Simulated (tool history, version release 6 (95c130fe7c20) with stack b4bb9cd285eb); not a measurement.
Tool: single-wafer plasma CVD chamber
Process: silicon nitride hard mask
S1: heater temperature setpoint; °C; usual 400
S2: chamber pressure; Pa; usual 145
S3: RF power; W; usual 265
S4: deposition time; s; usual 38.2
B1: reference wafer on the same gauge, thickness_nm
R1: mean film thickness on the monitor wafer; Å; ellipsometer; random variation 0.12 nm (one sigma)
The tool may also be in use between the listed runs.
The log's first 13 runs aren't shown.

| run | day | S1 | S2 | S3 | S4 | B1 | R1 |
|---|---|---|---|---|---|---|---|
| 14 | 15.462 | 396 | 125 | 280 | 38.2 | 34.089 | 372.65 |
|  | 15.925 | showerhead replaced |
| 15 | 16.675 | 400 | 145 | 265 | 38.2 | 34.12 | 368.43 |
| 16 | 17.867 | 400 | 121 | 290 | 38.2 | 34.108 | 380.72 |
|  | 18.621 | RF generator calibrated |
| 17 | 19.292 | 393 | 117 | 265 | 31.2 | 34.131 | 283.76 |
|  | 20.058 | capacitance manometer re-zeroed and calibrated |
| 18 | 20.579 | 400 | 145 | 265 | 38.2 | 34.086 | 367.26 |
| 19 | 21.238 | 400 | 145 | 265 | 38.2 | 34.102 | 369.52 |
| 20 | 22.292 | 400 | 145 | 265 | 38.2 | 34.112 | 368.64 |
| 21 | 22.792 | 400 | 169 | 265 | 31.8 | 34.095 | 321.54 |
|  | 23.2 | thermocouple changed; heater temperature recalibrated |
| 22 | 24.1 | 400 | 113 | 265 | 42 | 34.119 | 378.17 |
| 23 | 25.375 | 400 | 168 | 265 | 38.2 | 34.137 | 382.23 |
| 24 | 26.842 | 414 | 180 | 265 | 41.3 | 34.092 | 421.42 |
| 25 | 28.15 | 410 | 159 | 265 | 32.8 | 34.054 | 322.82 |
| 26 | 29.029 | 400 | 121 | 215 | 38.2 | 34.068 | 281.59 |
| 27 | 29.617 | 400 | 168 | 230 | 38.2 | 34.111 | 334.5 |
| 28 | 32.238 | 400 | 172 | 315 | 44.8 | 34.117 | 529.32 |
| 29 | 33.321 | 400 | 145 | 265 | 34.8 | 34.108 | 335.7 |
| 30 | 34.538 | 400 | 123 | 285 | 35.1 | 34.111 | 344.82 |

Forecast each of these 3 alternatives for the next run:
| A | 34.554 | 400 | 145 | 265 | 41.1 | ? | ? |
| B | 34.554 | 394 | 180 | 265 | 45.7 | ? | ? |
| C | 34.554 | 390 | 160 | 280 | 38.2 | ? | ? |

| run | B1 | R1 |
|---|---|---|
| A | 34.113 | 396.91 |
| B | 34.113 | 469.47 |
| C | 34.113 | 400.82 |
Without the tool's hidden state the same runs would have given:
| run | R1 |
|---|---|
| A | 396.91 |
| B | 469.47 |
| C | 400.82 |
